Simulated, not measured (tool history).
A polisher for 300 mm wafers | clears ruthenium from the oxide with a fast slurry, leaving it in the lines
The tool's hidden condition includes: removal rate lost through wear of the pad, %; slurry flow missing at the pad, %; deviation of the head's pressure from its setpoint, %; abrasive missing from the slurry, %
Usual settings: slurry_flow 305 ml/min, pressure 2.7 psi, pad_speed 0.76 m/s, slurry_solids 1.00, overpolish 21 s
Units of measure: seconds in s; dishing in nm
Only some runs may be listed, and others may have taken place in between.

| run | hour | slurry_flow | pressure | pad_speed | slurry_solids | overpolish | wafers since the last listed run | wafers polished on this pad | hours since the slurry nozzle was cleaned | hours since the head pressure was calibrated | hours since the slurry blender was calibrated | incoming thickness of the incoming film, nm | seconds | dishing |
|---|---|---|---|---|---|---|---|---|---|---|---|---|---|---|
| 1 | 0.0 | 305 | 3.1 | 0.76 | 1.00 | 21 | 0 | 823 | 214.4 | 584.1 | 0.9 | 209.2 | 71.8 | 44.9 |
|  | 3.3 | head pressure recalibrated |
| 2 | 18.2 | 305 | 3.1 | 0.76 | 1.00 | 21 | 189 | 1012 | 232.6 | 14.9 | 19.1 | 209.7 | 73.7 | 44.2 |
| 3 | 35.6 | 305 | 3.1 | 0.76 | 1.00 | 21 | 203 | 1216 | 250.0 | 32.3 | 36.5 | 210.8 | 75.0 | 43.1 |
| 4 | 61.0 | 305 | 2.7 | 0.76 | 1.00 | 21 | 296 | 1512 | 275.4 | 57.7 | 61.9 | 212.1 | 87.6 | 38.3 |
| 5 | 89.5 | 305 | 2.2 | 0.76 | 1.00 | 21 | 333 | 1846 | 303.9 | 86.2 | 90.4 | 211.9 | 109.2 | 30.6 |
| 6 | 105.0 | 305 | 2.2 | 0.76 | 1.00 | 21 | 181 | 2027 | 319.4 | 101.7 | 105.9 | 211.6 | 111.3 | 30.2 |
|  | 125.8 | worn pad replaced by a new one |
| 7 | 138.2 | 305 | 2.7 | 0.76 | 0.80 | 18 | 341 | 145 | 352.6 | 134.9 | 139.1 | 213.8 | 94.2 | 30.6 |
| 8 | 165.6 | 305 | 2.7 | 0.76 | 1.00 | 21 | 320 | 465 | 380.0 | 162.3 | 166.5 | 206.9 | 86.0 | 37.7 |
|  | 187.8 | slurry nozzle cleaned |
| 9 | 194.5 | 305 | 2.7 | 0.76 | 1.00 | 21 | 326 | 791 | 6.7 | 191.2 | 195.4 | 212.6 | 90.5 | 36.5 |
| 10 | 209.0 | 305 | 2.7 | 0.66 | 1.15 | 21 | 169 | 961 | 21.2 | 205.7 | 209.9 | 207.2 | 97.9 | 33.9 |
| 11 | 274.7 | 305 | 2.7 | 0.66 | 1.15 | 21 | 767 | 1729 | 86.9 | 271.4 | 275.6 | 211.6 | 106.5 | 32.4 |
| 12 | 297.4 | 305 | 2.7 | 0.66 | 1.15 | 21 | 265 | 1994 | 109.6 | 294.1 | 298.3 | 211.1 | 106.6 | 31.8 |
| 13 | 313.9 | 305 | 3.2 | 0.76 | 1.00 | 21 | 192 | 2187 | 126.1 | 310.6 | 314.8 | 205.7 | 82.3 | 39.1 |
|  | 318.1 | slurry blender recalibrated |
|  | 325.6 | worn pad replaced by a new one |
| 14 | 348.9 | 305 | 2.7 | 0.76 | 1.15 | 21 | 338 | 271 | 161.1 | 345.6 | 30.8 | 213.6 | 80.5 | 40.9 |
| 15 | 430.6 | 305 | 3.2 | 0.76 | 1.20 | 21 | 954 | 1226 | 242.8 | 427.3 | 112.5 | 210.1 | 70.5 | 45.1 |
| 16 | 457.2 | 255 | 3.1 | 0.54 | 1.00 | 28 | 310 | 1537 | 269.4 | 453.9 | 139.1 | 210.1 | 109.9 | 38.1 |
|  | 476.6 | head pressure recalibrated |
| 17 | 490.0 | 305 | 2.7 | 0.62 | 1.00 | 33 | 359 | 1897 | 302.2 | 13.4 | 171.9 | 212.0 | 115.2 | 44.3 |
|  | 514.0 | worn pad replaced by a new one |
| 18 | 523.6 | 305 | 2.7 | 0.76 | 1.00 | 21 | 345 | 112 | 335.8 | 47.0 | 205.5 | 206.6 | 87.5 | 37.6 |
|  | 550.7 | slurry nozzle cleaned |
| 19 | 626.0 | 265 | 2.7 | 0.64 | 1.25 | 17 | 1185 | 1297 | 75.3 | 149.4 | 307.9 | 208.9 | 108.8 | 25.4 |
|  | 657.4 | slurry blender recalibrated |
|  | 713.4 | worn pad replaced by a new one |
| 20 | 730.7 | 305 | 2.7 | 0.62 | 1.00 | 33 | 1153 | 202 | 180.0 | 254.1 | 73.3 | 207.2 | 100.7 | 50.4 |
| 21 | 760.5 | 270 | 2.1 | 0.76 | 0.80 | 16 | 348 | 550 | 209.8 | 283.9 | 103.1 | 212.0 | 121.9 | 21.6 |
| 22 | 780.2 | 305 | 2.7 | 0.76 | 1.00 | 21 | 230 | 780 | 229.5 | 303.6 | 122.8 | 210.0 | 86.8 | 37.5 |
| 23 | 814.1 | 305 | 3.5 | 1.02 | 1.00 | 21 | 396 | 1177 | 263.4 | 337.5 | 156.7 | 207.9 | 51.2 | 59.4 |
| 24 | 841.4 | 305 | 2.0 | 0.76 | 1.00 | 25 | 319 | 1496 | 290.7 | 364.8 | 184.0 | 208.4 | 123.5 | 32.0 |
| 25 | 871.1 | 305 | 2.7 | 0.76 | 1.00 | 21 | 347 | 1843 | 320.4 | 394.5 | 213.7 | 213.1 | 93.8 | 35.7 |

State the hidden condition of the tool at each of the runs:
slurry flow missing at the pad, %: 0 at every run
deviation of the head's pressure from its setpoint, %: 0 at every run
H1: removal rate lost through wear of the pad, %
H2: abrasive missing from the slurry, %
| run | H1 | H2 |
|---|---|---|
| 1 | 3.61 | 1.24 |
| 2 | 4.28 | 3.1 |
| 3 | 4.92 | 4.88 |
| 4 | 5.85 | 7.47 |
| 5 | 6.89 | 10.4 |
| 6 | 7.46 | 12 |
| 7 | 0.482 | 15.4 |
| 8 | 1.48 | 18.2 |
| 9 | 2.54 | 21.1 |
| 10 | 3.07 | 22.6 |
| 11 | 5.48 | 29.3 |
| 12 | 6.31 | 31.6 |
| 13 | 6.91 | 33.3 |
| 14 | 1.31 | 6.2 |
| 15 | 4.3 | 14.5 |
| 16 | 5.27 | 17.3 |
| 17 | 6.47 | 20.6 |
| 18 | 0.993 | 24.1 |
| 19 | 4.74 | 34.5 |
| 20 | 1.64 | 8.09 |
| 21 | 2.73 | 11.1 |
| 22 | 3.45 | 13.1 |
| 23 | 4.69 | 16.6 |
| 24 | 5.69 | 19.4 |
| 25 | 6.78 | 22.4 |

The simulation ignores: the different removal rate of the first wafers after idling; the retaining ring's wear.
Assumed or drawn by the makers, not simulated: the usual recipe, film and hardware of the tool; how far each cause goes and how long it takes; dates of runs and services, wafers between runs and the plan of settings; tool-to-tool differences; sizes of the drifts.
